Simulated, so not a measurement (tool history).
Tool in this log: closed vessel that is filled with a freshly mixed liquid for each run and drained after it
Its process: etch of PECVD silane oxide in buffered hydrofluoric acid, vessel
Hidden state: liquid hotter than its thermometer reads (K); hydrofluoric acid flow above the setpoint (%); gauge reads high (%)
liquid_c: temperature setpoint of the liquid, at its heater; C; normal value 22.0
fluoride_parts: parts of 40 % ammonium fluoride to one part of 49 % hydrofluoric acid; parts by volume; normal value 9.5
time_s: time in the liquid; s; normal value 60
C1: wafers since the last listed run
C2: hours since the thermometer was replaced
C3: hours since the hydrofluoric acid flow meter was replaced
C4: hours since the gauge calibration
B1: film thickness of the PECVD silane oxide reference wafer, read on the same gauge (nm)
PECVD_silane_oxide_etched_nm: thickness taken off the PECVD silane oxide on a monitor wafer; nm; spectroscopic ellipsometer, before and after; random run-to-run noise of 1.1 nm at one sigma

run 1 hour=0.0 | liquid_c=22.0 fluoride_parts=9.5 time_s=60 | C1=0 C2=2167.3 C3=958.8 C4=441.7 | B1=99.95 | PECVD_silane_oxide_etched_nm=152.84
run 2 hour=53.3 | liquid_c=22.0 fluoride_parts=9.5 time_s=60 | C1=5188 C2=2220.6 C3=1012.1 C4=495.0 | B1=100.02 | PECVD_silane_oxide_etched_nm=149.47
run 3 hour=93.4 | liquid_c=22.0 fluoride_parts=9.5 time_s=60 | C1=3903 C2=2260.7 C3=1052.2 C4=535.1 | B1=99.97 | PECVD_silane_oxide_etched_nm=153.53
run 4 hour=169.4 | liquid_c=24.0 fluoride_parts=9.5 time_s=60 | C1=7398 C2=2336.7 C3=1128.2 C4=611.1 | B1=100.01 | PECVD_silane_oxide_etched_nm=170.76
run 5 hour=239.0 | liquid_c=24.0 fluoride_parts=9.5 time_s=60 | C1=6775 C2=2406.3 C3=1197.8 C4=680.7 | B1=100.00 | PECVD_silane_oxide_etched_nm=171.13
run 6 hour=314.1 | liquid_c=22.0 fluoride_parts=9.5 time_s=60 | C1=7311 C2=2481.4 C3=1272.9 C4=755.8 | B1=100.01 | PECVD_silane_oxide_etched_nm=152.96
run 7 hour=355.2 | liquid_c=22.0 fluoride_parts=9.5 time_s=60 | C1=4001 C2=2522.5 C3=1314.0 C4=796.9 | B1=100.02 | PECVD_silane_oxide_etched_nm=151.62
run 8 hour=405.8 | liquid_c=22.0 fluoride_parts=9.5 time_s=60 | C1=4926 C2=2573.1 C3=1364.6 C4=847.5 | B1=99.97 | PECVD_silane_oxide_etched_nm=153.95
run 9 hour=508.0 | liquid_c=22.0 fluoride_parts=9.5 time_s=60 | C1=9949 C2=2675.3 C3=1466.8 C4=949.7 | B1=99.99 | PECVD_silane_oxide_etched_nm=155.93
run 10 hour=590.2 | liquid_c=22.0 fluoride_parts=9.5 time_s=60 | C1=8002 C2=2757.5 C3=1549.0 C4=1031.9 | B1=100.00 | PECVD_silane_oxide_etched_nm=156.22
-- hour=611.4 thermometer replaced
run 11 hour=633.1 | liquid_c=22.0 fluoride_parts=12.0 time_s=75 | C1=4079 C2=21.7 C3=1591.9 C4=1074.8 | B1=100.03 | PECVD_silane_oxide_etched_nm=138.81
run 12 hour=702.5 | liquid_c=22.0 fluoride_parts=12.0 time_s=75 | C1=6756 C2=91.1 C3=1661.3 C4=1144.2 | B1=100.03 | PECVD_silane_oxide_etched_nm=140.37
run 13 hour=791.7 | liquid_c=22.0 fluoride_parts=9.5 time_s=60 | C1=8683 C2=180.3 C3=1750.5 C4=1233.4 | B1=99.98 | PECVD_silane_oxide_etched_nm=139.74
run 14 hour=859.3 | liquid_c=22.0 fluoride_parts=9.5 time_s=60 | C1=6581 C2=247.9 C3=1818.1 C4=1301.0 | B1=99.97 | PECVD_silane_oxide_etched_nm=138.95
run 15 hour=951.6 | liquid_c=18.0 fluoride_parts=9.5 time_s=60 | C1=8985 C2=340.2 C3=1910.4 C4=1393.3 | B1=99.94 | PECVD_silane_oxide_etched_nm=112.23
-- hour=1040.8 hydrofluoric acid flow meter replaced
run 16 hour=1114.0 | liquid_c=20.0 fluoride_parts=8.0 time_s=60 | C1=15712 C2=502.6 C3=73.2 C4=1555.7 | B1=99.99 | PECVD_silane_oxide_etched_nm=147.05
run 17 hour=1195.2 | liquid_c=24.0 fluoride_parts=9.5 time_s=60 | C1=7905 C2=583.8 C3=154.4 C4=1636.9 | B1=100.05 | PECVD_silane_oxide_etched_nm=158.34
-- hour=1196.6 gauge calibrated
run 18 hour=1237.8 | liquid_c=24.0 fluoride_parts=7.0 time_s=60 | C1=4147 C2=626.4 C3=197.0 C4=41.2 | B1=99.97 | PECVD_silane_oxide_etched_nm=212.28
run 19 hour=1296.2 | liquid_c=22.0 fluoride_parts=9.5 time_s=60 | C1=5685 C2=684.8 C3=255.4 C4=99.6 | B1=100.07 | PECVD_silane_oxide_etched_nm=141.38
run 20 hour=1385.8 | liquid_c=24.5 fluoride_parts=6.0 time_s=40 | C1=8722 C2=774.4 C3=345.0 C4=189.2 | B1=99.96 | PECVD_silane_oxide_etched_nm=168.20
run 21 hour=1474.7 | liquid_c=25.5 fluoride_parts=9.5 time_s=60 | C1=8654 C2=863.3 C3=433.9 C4=278.1 | B1=99.98 | PECVD_silane_oxide_etched_nm=169.17
run 22 hour=1557.9 | liquid_c=26.5 fluoride_parts=9.5 time_s=80 | C1=8099 C2=946.5 C3=517.1 C4=361.3 | B1=100.03 | PECVD_silane_oxide_etched_nm=245.45
run 23 hour=1597.0 | liquid_c=25.0 fluoride_parts=6.0 time_s=35 | C1=3806 C2=985.6 C3=556.2 C4=400.4 | B1=100.05 | PECVD_silane_oxide_etched_nm=152.79
run 24 hour=1668.3 | liquid_c=25.0 fluoride_parts=11.0 time_s=95 | C1=6941 C2=1056.9 C3=627.5 C4=471.7 | B1=99.98 | PECVD_silane_oxide_etched_nm=236.87
run 25 hour=1748.1 | liquid_c=24.5 fluoride_parts=9.5 time_s=35 | C1=7768 C2=1136.7 C3=707.3 C4=551.5 | B1=99.96 | PECVD_silane_oxide_etched_nm=96.37
run 26 hour=1845.8 | liquid_c=22.0 fluoride_parts=10.5 time_s=60 | C1=9511 C2=1234.4 C3=805.0 C4=649.2 | B1=99.94 | PECVD_silane_oxide_etched_nm=133.40
run 27 hour=1897.6 | liquid_c=22.0 fluoride_parts=9.5 time_s=30 | C1=5042 C2=1286.2 C3=856.8 C4=701.0 | B1=100.02 | PECVD_silane_oxide_etched_nm=73.11
run 28 hour=1967.8 | liquid_c=22.0 fluoride_parts=9.5 time_s=35 | C1=6834 C2=1356.4 C3=927.0 C4=771.2 | B1=100.07 | PECVD_silane_oxide_etched_nm=85.52

Some steps in PECVD_silane_oxide_etched_nm between neighbouring runs. How much of each would the tool show without its hidden state too (settings, what came in, random variation), and how much is left for the hidden state, with any gauge scatter that isn't in both results?
Run 10 -> 11: fluoride_parts 9.5 -> 12.0, time_s 60 -> 75, thermometer replaced. PECVD_silane_oxide_etched_nm -17.41 nm: hidden state -17.96, all else +0.55.
Run 22 -> 23: liquid_c 26.5 -> 25.0, fluoride_parts 9.5 -> 6.0, time_s 80 -> 35. PECVD_silane_oxide_etched_nm -92.66 nm: hidden state -3.46, all else -89.20.
Run 24 -> 25: liquid_c 25.0 -> 24.5, fluoride_parts 11.0 -> 9.5, time_s 95 -> 35. PECVD_silane_oxide_etched_nm -140.50 nm: hidden state -5.99, all else -134.51.
